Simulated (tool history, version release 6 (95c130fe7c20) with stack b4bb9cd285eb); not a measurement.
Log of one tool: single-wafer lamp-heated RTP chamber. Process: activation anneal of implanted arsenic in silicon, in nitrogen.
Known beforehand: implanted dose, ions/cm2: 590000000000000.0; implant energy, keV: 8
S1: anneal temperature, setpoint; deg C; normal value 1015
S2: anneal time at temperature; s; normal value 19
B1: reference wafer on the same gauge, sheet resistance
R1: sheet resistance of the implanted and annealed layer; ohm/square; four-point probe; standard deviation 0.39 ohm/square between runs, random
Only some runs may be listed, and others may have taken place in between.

Run 1, hour 0: usual settings; B1 206. Result: R1 205.04 ohm/square.
Run 2, hour 14.2: usual settings; B1 205.94. Result: R1 205.62 ohm/square.
Run 3, hour 30.2: usual settings but S1 1038 deg C; B1 206.04. Result: R1 195.4 ohm/square.
Run 4, hour 46.2: usual settings but S1 1038 deg C; B1 206.12. Result: R1 195.94 ohm/square.
Run 5, hour 57.6: usual settings; B1 205.97. Result: R1 204.38 ohm/square.
Run 6, hour 72.2: usual settings; B1 206.1. Result: R1 205.11 ohm/square.
Run 7, hour 84.9: usual settings; B1 206.06. Result: R1 204.64 ohm/square.
At hour 87.6: gauge calibrated.
Run 8, hour 96.1: usual settings; B1 205.93. Result: R1 204.2 ohm/square.
Run 9, hour 122.8: usual settings but S1 985 deg C, S2 26 s; B1 206.09. Result: R1 210.94 ohm/square.
Run 10, hour 140.3: usual settings; B1 206.03. Result: R1 203.52 ohm/square.
Run 11, hour 148.6: usual settings but S2 16 s; B1 205.91. Result: R1 206.72 ohm/square.
At hour 162.1: pyrometer window cleaned and pyrometer calibrated.
Run 12, hour 164.6: usual settings but S1 1041 deg C, S2 10 s; B1 205.99. Result: R1 207.83 ohm/square.
At hour 177.9: reflector plate cleaned.
Run 13, hour 178.4: usual settings; B1 205.98. Result: R1 206.76 ohm/square.
Run 14, hour 187.1: usual settings but S1 987 deg C, S2 25 s; B1 206.03. Result: R1 214.93 ohm/square.
Run 15, hour 204.3: usual settings but S1 1037 deg C, S2 26 s; B1 206.03. Result: R1 192.36 ohm/square.
At hour 224.2: gauge calibrated.
Run 16, hour 245.1: usual settings but S1 1040 deg C, S2 12 s; B1 205.99. Result: R1 204.54 ohm/square.

List, for all runs, the conditions of the tool that the log does not record:
wafer temperature error from the tarnished reflector plate, K: 0, the same for each run
gauge reads high (%): 0, the same for each run
H1: true wafer temperature minus pyrometer reading, K
run     H1
  1    5.2
  2   5.52
  3    5.9
  4    6.3
  5   6.59
  6   6.98
  7   7.32
  8   7.63
  9   8.41
 10   8.94
 11    9.2
 12  0.778
 13  0.786
 14  0.796
 15  0.831
 16  0.982
